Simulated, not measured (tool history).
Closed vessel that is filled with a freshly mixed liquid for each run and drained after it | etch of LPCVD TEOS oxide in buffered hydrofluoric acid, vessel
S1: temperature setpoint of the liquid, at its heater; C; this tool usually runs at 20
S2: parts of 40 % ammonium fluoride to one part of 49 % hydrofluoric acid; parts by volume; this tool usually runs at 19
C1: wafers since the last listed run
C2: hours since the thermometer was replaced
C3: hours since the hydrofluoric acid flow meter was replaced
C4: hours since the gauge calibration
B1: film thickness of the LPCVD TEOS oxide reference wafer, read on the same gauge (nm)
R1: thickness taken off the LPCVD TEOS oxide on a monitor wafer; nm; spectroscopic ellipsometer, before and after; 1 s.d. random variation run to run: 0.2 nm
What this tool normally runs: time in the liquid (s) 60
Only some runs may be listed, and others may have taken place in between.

run 1 hour=0 | S1=20 S2=19 time_in_the_liquid_(s)=60 | C1=0 C2=1486.8 C3=157.7 C4=798.3 | B1=110 | R1=57.73
run 2 hour=42.6 | S1=20 S2=19 time_in_the_liquid_(s)=60 | C1=3297 C2=1529.4 C3=200.3 C4=840.9 | B1=110 | R1=58.19
run 3 hour=78.8 | S1=20 S2=19 time_in_the_liquid_(s)=60 | C1=2802 C2=1565.6 C3=236.5 C4=877.1 | B1=110.01 | R1=57.94
run 4 hour=151 | S1=21.5 S2=19 time_in_the_liquid_(s)=60 | C1=5589 C2=1637.8 C3=308.7 C4=949.3 | B1=110 | R1=63.05
run 5 hour=237.8 | S1=21.5 S2=19 time_in_the_liquid_(s)=60 | C1=6719 C2=1724.6 C3=395.5 C4=1036.1 | B1=110.02 | R1=63.2
run 6 hour=318.1 | S1=21.5 S2=19 time_in_the_liquid_(s)=60 | C1=6216 C2=1804.9 C3=475.8 C4=1116.4 | B1=109.98 | R1=63.6
run 7 hour=381.8 | S1=20 S2=19 time_in_the_liquid_(s)=60 | C1=4931 C2=1868.6 C3=539.5 C4=1180.1 | B1=109.97 | R1=58.59
run 8 hour=459.5 | S1=20 S2=19 time_in_the_liquid_(s)=60 | C1=6014 C2=1946.3 C3=617.2 C4=1257.8 | B1=109.99 | R1=58.41
run 9 hour=534.5 | S1=20 S2=19 time_in_the_liquid_(s)=60 | C1=5805 C2=2021.3 C3=692.2 C4=1332.8 | B1=110 | R1=58.96
run 10 hour=645 | S1=20 S2=19 time_in_the_liquid_(s)=60 | C1=8553 C2=2131.8 C3=802.7 C4=1443.3 | B1=110 | R1=58.9
run 11 hour=719.6 | S1=23.5 S2=22 time_in_the_liquid_(s)=60 | C1=5774 C2=2206.4 C3=877.3 C4=1517.9 | B1=110 | R1=63.12
-- hour=761.8 thermometer replaced
run 12 hour=810.3 | S1=20 S2=19 time_in_the_liquid_(s)=60 | C1=6943 C2=48.5 C3=968 C4=1608.6 | B1=110.01 | R1=58.86
run 13 hour=851.6 | S1=20 S2=19 time_in_the_liquid_(s)=60 | C1=3197 C2=89.8 C3=1009.3 C4=1649.9 | B1=110.01 | R1=59.23
run 14 hour=930.4 | S1=20 S2=19 time_in_the_liquid_(s)=60 | C1=6099 C2=168.6 C3=1088.1 C4=1728.7 | B1=110.01 | R1=59.47
run 15 hour=969.2 | S1=23.5 S2=15 time_in_the_liquid_(s)=35 | C1=3003 C2=207.4 C3=1126.9 C4=1767.5 | B1=109.99 | R1=52.94
run 16 hour=1050.3 | S1=22.5 S2=19 time_in_the_liquid_(s)=60 | C1=6278 C2=288.5 C3=1208 C4=1848.6 | B1=110 | R1=68.24

Estimate the outcome of run 17 from the log above:
run 17 hour=1119.8 | S1=20 S2=12 time_in_the_liquid_(s)=75 | C1=5380 C2=358 C3=1277.5 C4=1918.1 | B1=? | R1=?

B1: 110
R1: 117.92 nm
With no hidden state in the tool, this same run would have given R1 112.85 nm.
